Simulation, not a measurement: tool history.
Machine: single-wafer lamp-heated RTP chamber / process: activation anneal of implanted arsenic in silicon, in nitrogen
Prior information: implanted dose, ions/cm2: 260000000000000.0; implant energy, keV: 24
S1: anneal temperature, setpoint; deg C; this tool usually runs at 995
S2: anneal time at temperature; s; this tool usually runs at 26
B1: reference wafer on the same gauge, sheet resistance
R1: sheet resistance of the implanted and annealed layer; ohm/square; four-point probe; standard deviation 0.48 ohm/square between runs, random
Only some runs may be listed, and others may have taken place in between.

run 1 day=0 | S1=995 S2=26 | B1=356.61 | R1=323.86
run 2 day=0.412 | S1=995 S2=26 | B1=356.76 | R1=323.71
run 3 day=0.796 | S1=987 S2=20 | B1=356.83 | R1=324.8
run 4 day=1.246 | S1=995 S2=26 | B1=356.97 | R1=324.64
run 5 day=1.762 | S1=995 S2=26 | B1=357.19 | R1=323.98
run 6 day=3.738 | S1=995 S2=26 | B1=357.79 | R1=324.41
run 7 day=4.192 | S1=995 S2=26 | B1=357.84 | R1=324.07
run 8 day=4.567 | S1=995 S2=26 | B1=358.04 | R1=324.52
run 9 day=5.304 | S1=995 S2=26 | B1=358.13 | R1=324.34
-- day=5.917 pyrometer window cleaned and pyrometer calibrated
run 10 day=6.008 | S1=995 S2=26 | B1=358.44 | R1=325.46
run 11 day=8.229 | S1=982 S2=26 | B1=358.82 | R1=326.7
run 12 day=8.604 | S1=987 S2=20 | B1=359 | R1=326.52
run 13 day=9.242 | S1=1025 S2=34 | B1=358.99 | R1=321.62
run 14 day=9.892 | S1=995 S2=26 | B1=359.47 | R1=326.48
-- day=10.688 reflector plate cleaned
run 15 day=10.708 | S1=1009 S2=31 | B1=359.6 | R1=325.06
-- day=11.004 gauge calibrated
run 16 day=11.262 | S1=983 S2=16 | B1=355.71 | R1=325.62
run 17 day=11.717 | S1=985 S2=19 | B1=355.83 | R1=325.36
run 18 day=12.283 | S1=1017 S2=19 | B1=355.97 | R1=322.81
run 19 day=12.617 | S1=1022 S2=40 | B1=356.1 | R1=317.76
run 20 day=12.954 | S1=995 S2=26 | B1=356.02 | R1=322.64
run 21 day=14.088 | S1=995 S2=26 | B1=356.56 | R1=323.41
run 22 day=14.371 | S1=995 S2=39 | B1=356.62 | R1=322.28
run 23 day=14.754 | S1=995 S2=26 | B1=356.58 | R1=322.78

Branching from run 23: 3 alternative next runs. What would each branch give?
run A day=14.771 | S1=995 S2=17 | B1=? | R1=?
run B day=14.771 | S1=1023 S2=11 | B1=? | R1=?
run C day=14.771 | S1=995 S2=14 | B1=? | R1=?

run=A B1=356.57 R1=324.9
run=B B1=356.57 R1=324.25
run=C B1=356.57 R1=325.57
Take away the tool's hidden state, keep each run's random variation, and the runs would have read:
run=A R1=324.25
run=B R1=323.6
run=C R1=324.92
